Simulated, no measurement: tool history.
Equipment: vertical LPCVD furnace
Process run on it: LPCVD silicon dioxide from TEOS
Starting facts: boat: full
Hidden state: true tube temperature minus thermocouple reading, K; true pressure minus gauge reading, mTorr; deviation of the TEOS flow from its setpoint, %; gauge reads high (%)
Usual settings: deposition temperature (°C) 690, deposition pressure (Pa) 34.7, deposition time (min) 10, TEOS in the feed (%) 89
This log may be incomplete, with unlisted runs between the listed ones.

run	day	deposition temperature (°C)	deposition pressure (Pa)	deposition time (min)	TEOS in the feed (%)	wafers since the last listed run	hours since the last temperature calibration	hours since the pressure gauge was zeroed	hours since the TEOS flow controller was replaced	hours since the gauge calibration	read-back reference wafer on the same gauge, thickness	film thickness on the monitor wafer in the middle of the boat (angstrom)
1	0	690	34.7	10	89	0	3832.8	2335.5	7511.6	148.2	55.32	620.1
2	0.496	683	34.7	10	89	185	3844.7	2347.4	7523.5	160.1	55.3	523.2
3	0.8	683	34.7	10	89	113	3852	2354.7	7530.8	167.4	55.25	524
4	1.058	683	34.7	10	89	96	3858.2	2360.9	7537	173.6	55.23	524.3
5	1.583	690	34.7	10	89	196	3870.8	2373.5	7549.6	186.2	55.18	618.7
# day 2.954: gauge calibrated
# day 3.142: TEOS flow controller replaced
# day 3.55: pressure gauge zeroed
6	3.571	690	34.7	10	89	217	3918.5	0.5	10.3	14.8	55.47	622.3
7	3.75	690	34.7	10	89	66	3922.8	4.8	14.6	19.1	55.46	621.9
8	3.929	690	34.7	10	89	66	3927.1	9.1	18.9	23.4	55.44	622
9	4.108	682	38.7	10	84	66	3931.4	13.4	23.2	27.7	55.45	526.5
10	4.288	690	34.7	10	89	66	3935.7	17.7	27.5	32	55.43	621.3
11	4.508	696	38	10	97	82	3941	23	32.8	37.3	55.43	783.6
# day 5.779: thermocouples replaced and temperature profile calibrated
12	5.8	690	34.7	13.5	89	109	0.5	54	63.8	68.3	55.4	840.8
13	5.979	680	34.7	7.5	97	66	4.8	58.3	68.1	72.6	55.38	383.3
14	6.271	690	34.7	10	89	109	11.8	65.3	75.1	79.6	55.4	622.2
15	7.008	702	32	10	84	275	29.5	83	92.8	97.3	55.37	767.3
16	7.517	695	41.3	8	94	189	41.7	95.2	105	109.5	55.34	627.3

Measured result minus the same run's result without the hidden state. Both carry the same run-to-run variation, though not necessarily the same gauge scatter:
run	film thickness on the monitor wafer in the middle of the boat (angstrom)
1	-2.1
2	-2.1
3	-2.3
4	-2.6
5	-3.5
6	-0.4
7	-0.5
8	-0.4
9	-0.5
10	-0.6
11	-0.8
12	-1.3
13	-0.7
14	-1.1
15	-1.8
16	-1.8

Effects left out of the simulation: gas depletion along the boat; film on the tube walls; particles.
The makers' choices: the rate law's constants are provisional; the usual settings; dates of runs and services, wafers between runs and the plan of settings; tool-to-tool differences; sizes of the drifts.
